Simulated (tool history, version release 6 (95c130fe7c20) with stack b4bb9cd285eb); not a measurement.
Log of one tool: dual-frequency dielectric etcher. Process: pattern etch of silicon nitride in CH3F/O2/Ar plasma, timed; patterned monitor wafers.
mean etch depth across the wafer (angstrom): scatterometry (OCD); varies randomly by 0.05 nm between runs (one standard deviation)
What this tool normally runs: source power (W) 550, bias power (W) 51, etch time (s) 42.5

| run | hour | source power (W) | bias power (W) | etch time (s) | wafers since the last listed run | hours since the last wet clean | hours since the last source power generator calibration | hours since the last bias power generator calibration | hours since the last upper electrode change | hours since the gauge calibration | read-back reference wafer on the same gauge, depth_nm | mean etch depth across the wafer (angstrom) |
|---|---|---|---|---|---|---|---|---|---|---|---|---|
| 1 | 0.0 | 550 | 51 | 42.5 | 0 | 495.1 | 1506.7 | 3844.0 | 3499.9 | 96.9 | 33.92 | 339.2 |
| 2 | 9.0 | 550 | 51 | 42.5 | 112 | 504.1 | 1515.7 | 3853.0 | 3508.9 | 105.9 | 33.90 | 340.1 |
|  | 55.7 | gauge calibrated |
|  | 70.3 | upper electrode replaced |
|  | 77.2 | wet clean of the chamber |
| 3 | 77.7 | 550 | 51 | 42.5 | 472 | 0.5 | 1584.4 | 3921.7 | 7.4 | 22.0 | 33.92 | 330.6 |
| 4 | 78.1 | 550 | 51 | 42.5 | 4 | 0.9 | 1584.8 | 3922.1 | 7.8 | 22.4 | 33.91 | 329.8 |
| 5 | 78.4 | 550 | 51 | 42.5 | 3 | 1.2 | 1585.1 | 3922.4 | 8.1 | 22.7 | 33.89 | 330.3 |
| 6 | 83.1 | 550 | 51 | 42.5 | 58 | 5.9 | 1589.8 | 3927.1 | 12.8 | 27.4 | 33.90 | 330.3 |
|  | 88.9 | source power generator calibrated |
| 7 | 94.8 | 550 | 43 | 42.5 | 96 | 17.6 | 5.9 | 3938.8 | 24.5 | 39.1 | 33.90 | 313.6 |
| 8 | 109.8 | 610 | 58 | 37.5 | 187 | 32.6 | 20.9 | 3953.8 | 39.5 | 54.1 | 33.90 | 316.6 |
|  | 121.2 | bias power generator calibrated |
| 9 | 121.7 | 450 | 63 | 42.5 | 98 | 44.5 | 32.8 | 0.5 | 51.4 | 66.0 | 33.90 | 330.2 |
| 10 | 132.2 | 610 | 58 | 37.5 | 131 | 55.0 | 43.3 | 11.0 | 61.9 | 76.5 | 33.90 | 315.5 |
| 11 | 149.3 | 550 | 57 | 42.5 | 213 | 72.1 | 60.4 | 28.1 | 79.0 | 93.6 | 33.90 | 343.4 |
| 12 | 158.8 | 550 | 51 | 42.5 | 118 | 81.6 | 69.9 | 37.6 | 88.5 | 103.1 | 33.89 | 331.8 |
| 13 | 176.0 | 610 | 58 | 37.5 | 214 | 98.8 | 87.1 | 54.8 | 105.7 | 120.3 | 33.90 | 317.8 |
| 14 | 183.4 | 510 | 51 | 42.5 | 92 | 106.2 | 94.5 | 62.2 | 113.1 | 127.7 | 33.89 | 323.1 |

Pick out some run-to-run changes in mean etch depth across the wafer (angstrom). Of each, how much would a tool without hidden state show as well, from the settings, what came in and chance, and how much is left for the hidden state and any gauge scatter not in both results compared?
The tool's hidden condition here consists of: etch rate over this chamber's usual, %; source power that arrives over what is set, %; bias power that arrives over what is set, %; gauge reads high (%).
Run 2 -> 3: gauge calibrated, upper electrode replaced, wet clean of the chamber. mean etch depth across the wafer (angstrom) -9.5: hidden state -10.1, all else +0.6.
Run 10 -> 11: source power (W) 610 -> 550, bias power (W) 58 -> 57, etch time (s) 37.5 -> 42.5. mean etch depth across the wafer (angstrom) +27.9: hidden state +0.4, all else +27.5.
